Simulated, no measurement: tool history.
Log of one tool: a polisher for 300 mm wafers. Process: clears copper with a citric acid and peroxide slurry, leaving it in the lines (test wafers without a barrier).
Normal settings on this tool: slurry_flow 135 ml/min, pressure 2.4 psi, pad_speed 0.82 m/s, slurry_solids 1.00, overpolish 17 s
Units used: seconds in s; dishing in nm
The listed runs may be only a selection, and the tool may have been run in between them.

run,day,slurry_flow,pressure,pad_speed,slurry_solids,overpolish,wafers since the last listed run,wafers polished on this pad,hours since the slurry nozzle was cleaned,hours since the head pressure was calibrated,hours since the slurry blender was calibrated,"incoming thickness of the incoming film, nm",seconds,dishing
1,0.000,135,2.9,0.82,1.00,17,0,648,683.5,1187.2,235.5,205.5,116.7,24.3
2,0.442,135,2.9,0.82,1.00,17,66,714,694.1,1197.8,246.1,208.8,118.0,24.1
3,0.925,135,2.9,0.82,1.00,17,72,786,705.7,1209.4,257.7,213.4,123.2,23.7
4,1.271,125,2.4,0.82,1.00,17,51,838,714.0,1217.7,266.0,211.7,148.0,19.5
5,1.679,125,2.4,0.82,1.00,17,61,899,723.8,1227.5,275.8,209.1,145.3,19.5
# day 2.075: slurry nozzle cleaned
6,2.092,125,2.4,0.82,1.00,17,55,954,0.4,1237.4,285.7,208.8,145.5,19.2
7,2.904,135,2.4,0.82,1.00,17,121,1076,19.9,1256.9,305.2,214.5,153.6,19.3
8,3.229,115,2.4,0.56,1.00,10,48,1125,27.7,1264.7,313.0,208.7,190.2,9.4
9,3.546,175,3.2,0.82,0.75,7,47,1172,35.3,1272.3,320.6,213.5,117.4,10.8
# day 3.683: head pressure recalibrated
10,4.125,135,3.1,0.82,1.00,17,74,1246,49.2,10.6,334.5,209.4,118.7,24.4
# day 4.400: slurry blender recalibrated
# day 4.721: worn pad replaced by a new one
11,4.742,110,3.1,0.92,1.00,17,54,3,64.0,25.4,8.2,209.5,103.0,27.7
12,5.321,175,2.4,0.82,1.00,17,86,89,77.9,39.3,22.1,213.1,134.3,22.9
13,5.679,135,2.4,0.82,1.00,17,53,143,86.5,47.9,30.7,211.0,134.6,21.5
14,6.392,135,2.4,0.82,1.00,17,106,249,103.6,65.0,47.8,207.0,131.5,21.2

Per-run results on a tool with no hidden state, each run keeping its own random variation:
Hidden state at play: removal rate lost through wear of the pad, %; slurry flow missing at the pad, %; deviation of the head's pressure from its setpoint, %; abrasive missing from the slurry, %.
run,seconds,dishing
1,107.7,26.1
2,108.3,26.1
3,112.4,25.8
4,134.4,21.3
5,131.1,21.5
6,130.6,21.2
7,136.3,21.5
8,168.0,10.6
9,103.2,12.2
10,103.6,27.6
11,101.4,28.1
12,131.2,23.4
13,130.9,22.1
14,126.7,22.0
